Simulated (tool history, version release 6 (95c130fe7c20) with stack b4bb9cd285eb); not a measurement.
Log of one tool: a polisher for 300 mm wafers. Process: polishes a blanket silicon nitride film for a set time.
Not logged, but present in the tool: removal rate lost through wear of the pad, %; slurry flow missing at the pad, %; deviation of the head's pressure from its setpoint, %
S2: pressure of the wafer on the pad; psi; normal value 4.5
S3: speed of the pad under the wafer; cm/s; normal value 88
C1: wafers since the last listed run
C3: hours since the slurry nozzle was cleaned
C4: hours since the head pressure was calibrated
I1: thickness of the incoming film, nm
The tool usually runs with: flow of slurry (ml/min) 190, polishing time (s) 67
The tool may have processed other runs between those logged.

run 1 hour=0.0 | flow_of_slurry_(ml/min)=190 S2=4.5 S3=88 polishing_time_(s)=67 | C1=0 wafers_polished_on_this_pad=1384 C3=337.4 C4=564.1 | I1=782.5 | film_removed_(angstrom)=1507
run 2 hour=48.1 | flow_of_slurry_(ml/min)=190 S2=4.5 S3=88 polishing_time_(s)=67 | C1=392 wafers_polished_on_this_pad=1776 C3=385.5 C4=612.2 | I1=760.7 | film_removed_(angstrom)=1449
-- hour=91.9 worn pad replaced by a new one
run 3 hour=100.2 | flow_of_slurry_(ml/min)=190 S2=4.5 S3=88 polishing_time_(s)=67 | C1=392 wafers_polished_on_this_pad=67 C3=437.6 C4=664.3 | I1=780.7 | film_removed_(angstrom)=1581
-- hour=145.4 slurry nozzle cleaned
run 4 hour=151.5 | flow_of_slurry_(ml/min)=190 S2=4.5 S3=88 polishing_time_(s)=67 | C1=410 wafers_polished_on_this_pad=478 C3=6.1 C4=715.6 | I1=785.4 | film_removed_(angstrom)=1611
run 5 hour=211.3 | flow_of_slurry_(ml/min)=190 S2=4.5 S3=88 polishing_time_(s)=67 | C1=487 wafers_polished_on_this_pad=966 C3=65.9 C4=775.4 | I1=774.9 | film_removed_(angstrom)=1569
run 6 hour=242.5 | flow_of_slurry_(ml/min)=190 S2=4.5 S3=88 polishing_time_(s)=67 | C1=254 wafers_polished_on_this_pad=1220 C3=97.1 C4=806.6 | I1=775.8 | film_removed_(angstrom)=1552
run 7 hour=299.1 | flow_of_slurry_(ml/min)=190 S2=4.5 S3=88 polishing_time_(s)=80 | C1=461 wafers_polished_on_this_pad=1682 C3=153.7 C4=863.2 | I1=758.5 | film_removed_(angstrom)=1756
run 8 hour=369.2 | flow_of_slurry_(ml/min)=190 S2=4.5 S3=88 polishing_time_(s)=80 | C1=571 wafers_polished_on_this_pad=2254 C3=223.8 C4=933.3 | I1=770.7 | film_removed_(angstrom)=1687
-- hour=374.9 worn pad replaced by a new one
-- hour=408.6 head pressure recalibrated
run 9 hour=430.5 | flow_of_slurry_(ml/min)=190 S2=4.5 S3=88 polishing_time_(s)=80 | C1=451 wafers_polished_on_this_pad=437 C3=285.1 C4=21.9 | I1=760.0 | film_removed_(angstrom)=1884
run 10 hour=593.4 | flow_of_slurry_(ml/min)=190 S2=4.5 S3=88 polishing_time_(s)=67 | C1=1329 wafers_polished_on_this_pad=1766 C3=448.0 C4=184.8 | I1=783.5 | film_removed_(angstrom)=1476
-- hour=625.8 worn pad replaced by a new one
-- hour=637.7 slurry nozzle cleaned
run 11 hour=645.5 | flow_of_slurry_(ml/min)=190 S2=4.5 S3=88 polishing_time_(s)=67 | C1=384 wafers_polished_on_this_pad=152 C3=7.8 C4=236.9 | I1=779.0 | film_removed_(angstrom)=1584
run 12 hour=701.0 | flow_of_slurry_(ml/min)=190 S2=4.5 S3=88 polishing_time_(s)=67 | C1=452 wafers_polished_on_this_pad=605 C3=63.3 C4=292.4 | I1=761.9 | film_removed_(angstrom)=1563
run 13 hour=771.7 | flow_of_slurry_(ml/min)=190 S2=4.5 S3=88 polishing_time_(s)=67 | C1=576 wafers_polished_on_this_pad=1182 C3=134.0 C4=363.1 | I1=771.2 | film_removed_(angstrom)=1503
run 14 hour=806.1 | flow_of_slurry_(ml/min)=135 S2=4.0 S3=68 polishing_time_(s)=52 | C1=280 wafers_polished_on_this_pad=1463 C3=168.4 C4=397.5 | I1=766.9 | film_removed_(angstrom)=813
run 15 hour=847.8 | flow_of_slurry_(ml/min)=190 S2=4.5 S3=76 polishing_time_(s)=67 | C1=340 wafers_polished_on_this_pad=1803 C3=210.1 C4=439.2 | I1=760.6 | film_removed_(angstrom)=1301
run 16 hour=898.5 | flow_of_slurry_(ml/min)=190 S2=3.4 S3=80 polishing_time_(s)=67 | C1=413 wafers_polished_on_this_pad=2216 C3=260.8 C4=489.9 | I1=776.5 | film_removed_(angstrom)=1048
-- hour=920.5 worn pad replaced by a new one
run 17 hour=926.4 | flow_of_slurry_(ml/min)=190 S2=4.5 S3=88 polishing_time_(s)=67 | C1=195 wafers_polished_on_this_pad=48 C3=288.7 C4=517.8 | I1=768.3 | film_removed_(angstrom)=1606
run 18 hour=951.7 | flow_of_slurry_(ml/min)=190 S2=4.5 S3=88 polishing_time_(s)=67 | C1=206 wafers_polished_on_this_pad=254 C3=314.0 C4=543.1 | I1=778.0 | film_removed_(angstrom)=1573
run 19 hour=1001.9 | flow_of_slurry_(ml/min)=230 S2=4.5 S3=88 polishing_time_(s)=54 | C1=409 wafers_polished_on_this_pad=664 C3=364.2 C4=593.3 | I1=766.5 | film_removed_(angstrom)=1279
run 20 hour=1052.1 | flow_of_slurry_(ml/min)=190 S2=4.5 S3=102 polishing_time_(s)=45 | C1=409 wafers_polished_on_this_pad=1074 C3=414.4 C4=643.5 | I1=756.9 | film_removed_(angstrom)=1181
-- hour=1085.7 slurry nozzle cleaned
run 21 hour=1095.0 | flow_of_slurry_(ml/min)=190 S2=4.5 S3=68 polishing_time_(s)=67 | C1=341 wafers_polished_on_this_pad=1415 C3=9.3 C4=686.4 | I1=765.9 | film_removed_(angstrom)=1203
run 22 hour=1135.1 | flow_of_slurry_(ml/min)=140 S2=5.8 S3=60 polishing_time_(s)=89 | C1=327 wafers_polished_on_this_pad=1743 C3=49.4 C4=726.5 | I1=785.3 | film_removed_(angstrom)=1629
run 23 hour=1205.4 | flow_of_slurry_(ml/min)=190 S2=4.5 S3=88 polishing_time_(s)=87 | C1=573 wafers_polished_on_this_pad=2316 C3=119.7 C4=796.8 | I1=773.5 | film_removed_(angstrom)=1771
-- hour=1228.1 worn pad replaced by a new one
run 24 hour=1260.9 | flow_of_slurry_(ml/min)=190 S2=4.5 S3=88 polishing_time_(s)=67 | C1=420 wafers_polished_on_this_pad=267 C3=175.2 C4=852.3 | I1=772.2 | film_removed_(angstrom)=1611
run 25 hour=1316.7 | flow_of_slurry_(ml/min)=190 S2=3.1 S3=112 polishing_time_(s)=67 | C1=455 wafers_polished_on_this_pad=723 C3=231.0 C4=908.1 | I1=779.5 | film_removed_(angstrom)=1507
run 26 hour=1354.0 | flow_of_slurry_(ml/min)=190 S2=3.3 S3=88 polishing_time_(s)=67 | C1=304 wafers_polished_on_this_pad=1027 C3=268.3 C4=945.4 | I1=768.8 | film_removed_(angstrom)=1284

Below, some changes in film removed (angstrom) between adjacent runs. For each, the amount present without the hidden state too (settings, incoming material, random variation) and the amount remaining for the hidden state with gauge scatter not shared by both compared results:
Run 8 -> 9: worn pad replaced by a new one, head pressure recalibrated. film removed (angstrom) +197: hidden state +237, all else -40.
Run 13 -> 14: flow of slurry (ml/min) 190 -> 135, S2 4.5 -> 4.0, S3 88 -> 68, polishing time (s) 67 -> 52. film removed (angstrom) -690: hidden state +26, all else -716.
Run 16 -> 17: S2 3.4 -> 4.5, S3 80 -> 88, worn pad replaced by a new one. film removed (angstrom) +558: hidden state +164, all else +394.
Run 23 -> 24: polishing time (s) 87 -> 67, worn pad replaced by a new one. film removed (angstrom) -160: hidden state +287, all else -447.
